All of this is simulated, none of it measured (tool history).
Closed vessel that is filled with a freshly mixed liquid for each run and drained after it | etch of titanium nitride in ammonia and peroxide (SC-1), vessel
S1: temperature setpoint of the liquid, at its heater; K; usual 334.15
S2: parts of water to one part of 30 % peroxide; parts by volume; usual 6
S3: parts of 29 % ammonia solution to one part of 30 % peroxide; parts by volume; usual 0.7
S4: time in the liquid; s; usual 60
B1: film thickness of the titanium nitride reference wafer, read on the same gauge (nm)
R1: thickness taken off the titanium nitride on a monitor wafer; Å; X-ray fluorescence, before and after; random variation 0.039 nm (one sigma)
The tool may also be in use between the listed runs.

Run 1, day 0: usual settings; B1 80.01. Result: R1 101.2 Å.
Run 2, day 2.683: usual settings; B1 79.99. Result: R1 101.7 Å.
At day 3.283: gauge calibrated.
Run 3, day 4.679: usual settings but S1 338.15 K; B1 79.98. Result: R1 131.3 Å.
Run 4, day 6.858: usual settings but S1 338.15 K; B1 80.01. Result: R1 130.2 Å.
Run 5, day 8.746: usual settings but S1 338.15 K; B1 79.99. Result: R1 130.7 Å.
At day 9.871: ammonia flow meter replaced.
Run 6, day 10.05: usual settings but S1 327.15 K; B1 80. Result: R1 63.1 Å.
Run 7, day 11.396: usual settings but S1 328.65 K; B1 80. Result: R1 69.6 Å.
Run 8, day 14.079: usual settings but S1 328.65 K; B1 79.99. Result: R1 69.6 Å.
Run 9, day 15.35: usual settings but S2 9 parts by volume, S3 0.9 parts by volume; B1 80.01. Result: R1 85.8 Å.
At day 16.067: new drum of ammonia solution connected.
Run 10, day 17.329: usual settings but S1 328.65 K; B1 80.01. Result: R1 71 Å.
At day 19.188: thermometer replaced.
Run 11, day 19.771: usual settings but S1 328.15 K, S3 0.95 parts by volume; B1 80. Result: R1 70.7 Å.
Run 12, day 20.833: usual settings but S3 0.9 parts by volume; B1 80.02. Result: R1 105.2 Å.
At day 22.154: gauge calibrated.
Run 13, day 23.171: usual settings but S1 341.15 K, S2 5 parts by volume, S3 0.6 parts by volume; B1 80.01. Result: R1 168.6 Å.
Run 14, day 25.762: usual settings but S3 0.45 parts by volume, S4 35 s; B1 80.02. Result: R1 54.6 Å.
Run 15, day 27.75: usual settings but S1 338.15 K, S2 9 parts by volume, S3 0.85 parts by volume; B1 80.03. Result: R1 110.3 Å.
Run 16, day 29.308: usual settings but S1 341.15 K, S2 5 parts by volume, S3 1 parts by volume, S4 80 s; B1 79.99. Result: R1 241 Å.

Hidden state or all else? Some run-to-run changes of R1, split into what the settings, what came in and random variation would give without the hidden state, and what is left for the hidden state (with any gauge scatter that isn't in both results):
The hidden state here: liquid hotter than its thermometer reads (K); ammonia flow below the setpoint (%); ammonia solution weaker than its label (%); gauge reads high (%).
Run 9 -> 10: S1 334.15 -> 328.65, S2 9 -> 6, S3 0.9 -> 0.7, new drum of ammonia solution connected. R1 -14.8 Å: hidden state +1.6, all else -16.4.
Run 15 -> 16: S1 338.15 -> 341.15, S2 9 -> 5, S3 0.85 -> 1, S4 60 -> 80. R1 +130.7 Å: hidden state -1.1, all else +131.8.
